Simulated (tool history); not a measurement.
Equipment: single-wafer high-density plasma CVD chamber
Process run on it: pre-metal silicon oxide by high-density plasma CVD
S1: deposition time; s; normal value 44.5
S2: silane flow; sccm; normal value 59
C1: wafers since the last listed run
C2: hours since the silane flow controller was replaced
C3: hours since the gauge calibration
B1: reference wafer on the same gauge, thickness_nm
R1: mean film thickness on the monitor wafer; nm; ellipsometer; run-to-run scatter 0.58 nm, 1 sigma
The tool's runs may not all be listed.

run	hour	S1	S2	C1	C2	C3	B1	R1
1	0.0	44.5	59	0	1669.4	334.8	273.077	241.634
2	18.4	44.5	59	385	1687.8	353.2	272.752	240.746
3	44.2	44.5	59	540	1713.6	379.0	272.751	240.467
4	79.8	44.5	59	746	1749.2	414.6	273.119	241.121
5	106.4	44.5	59	557	1775.8	441.2	272.689	240.245
6	137.6	44.5	59	654	1807.0	472.4	273.215	241.154
7	167.8	44.5	59	633	1837.2	502.6	272.945	240.895
8	188.8	44.5	59	440	1858.2	523.6	273.027	241.056
9	213.2	44.5	59	511	1882.6	548.0	273.244	241.362
10	236.9	44.5	59	496	1906.3	571.7	272.873	242.067
11	259.9	44.5	59	482	1929.3	594.7	272.955	241.074
12	276.4	44.5	59	345	1945.8	611.2	272.716	241.240
13	382.0	44.5	59	2213	2051.4	716.8	272.923	241.268
# hour 389.6: gauge calibrated
14	404.0	44.5	59	461	2073.4	14.4	273.298	241.356
15	428.9	51.1	59	522	2098.3	39.3	272.979	278.292
16	459.1	51.1	59	633	2128.5	69.5	272.811	277.046
17	485.0	51.1	59	543	2154.4	95.4	273.040	277.628
18	508.9	49.4	55	501	2178.3	119.3	273.055	249.451
19	565.2	44.5	62	1180	2234.6	175.6	272.801	253.336
# hour 588.4: silane flow controller replaced
20	588.9	44.5	50	329	0.5	199.3	272.817	205.285
21	601.3	37.9	68	259	12.9	211.7	272.811	236.584
22	623.0	38.8	59	454	34.6	233.4	272.955	209.992
23	638.7	49.6	69	329	50.3	249.1	273.259	313.774
24	663.3	44.5	59	515	74.9	273.7	272.896	241.427
25	683.8	44.5	67	429	95.4	294.2	272.906	274.662
26	706.2	51.4	53	469	117.8	316.6	272.816	250.487
27	719.1	38.6	54	270	130.7	329.5	272.844	191.112
28	753.6	49.4	47	723	165.2	364.0	272.977	213.619
29	775.5	44.5	59	459	187.1	385.9	273.468	239.957
30	792.7	49.2	70	360	204.3	403.1	272.951	316.660
31	818.1	44.5	68	532	229.7	428.5	272.530	278.480
32	839.8	44.5	59	454	251.4	450.2	273.193	241.098
33	865.0	48.1	49	528	276.6	475.4	272.886	216.438
34	891.8	49.4	47	561	303.4	502.2	273.079	213.105
35	916.3	37.7	53	513	327.9	526.7	272.852	183.754

Describe how what the log doesn't record of the tool's condition differs between the last listed run preceding each entry between runs and the first listed run following it.
Logged between run 13 and run 14: gauge calibrated (hour 389.6)
  no difference in the tool's unlogged condition between these two runs
Logged between run 19 and run 20: silane flow controller replaced (hour 588.4)
  no difference in the tool's unlogged condition between these two runs
